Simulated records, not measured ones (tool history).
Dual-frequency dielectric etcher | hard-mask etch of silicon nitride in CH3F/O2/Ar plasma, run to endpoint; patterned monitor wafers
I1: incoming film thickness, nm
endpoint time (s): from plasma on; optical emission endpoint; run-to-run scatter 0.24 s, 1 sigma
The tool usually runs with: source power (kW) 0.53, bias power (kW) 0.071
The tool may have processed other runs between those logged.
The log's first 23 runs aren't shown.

run 24 hour=262.2 | source_power_(kW)=0.48 bias_power_(kW)=0.08 | I1=31.32 | endpoint_time_(s)=45.9
run 25 hour=273.4 | source_power_(kW)=0.43 bias_power_(kW)=0.085 | I1=31.21 | endpoint_time_(s)=46.8
-- hour=282.3 source power generator calibrated
run 26 hour=286.4 | source_power_(kW)=0.4 bias_power_(kW)=0.081 | I1=31.41 | endpoint_time_(s)=48.2
run 27 hour=295.7 | source_power_(kW)=0.46 bias_power_(kW)=0.085 | I1=31.11 | endpoint_time_(s)=45
-- hour=311.7 bias power generator calibrated
run 28 hour=313.1 | source_power_(kW)=0.57 bias_power_(kW)=0.071 | I1=31.22 | endpoint_time_(s)=43.8
run 29 hour=325.8 | source_power_(kW)=0.53 bias_power_(kW)=0.071 | I1=31.06 | endpoint_time_(s)=45.3
run 30 hour=343.7 | source_power_(kW)=0.59 bias_power_(kW)=0.071 | I1=31.18 | endpoint_time_(s)=43.6
run 31 hour=351.9 | source_power_(kW)=0.53 bias_power_(kW)=0.065 | I1=31.31 | endpoint_time_(s)=46.8

Expected results for the next run?
run 32 hour=364.4 | source_power_(kW)=0.43 bias_power_(kW)=0.053 | I1=31.37 | endpoint_time_(s)=?

{"run 32": {"endpoint time (s)": 53.8}}
With no hidden state in the tool, this same run would have given endpoint time (s) 54.3.
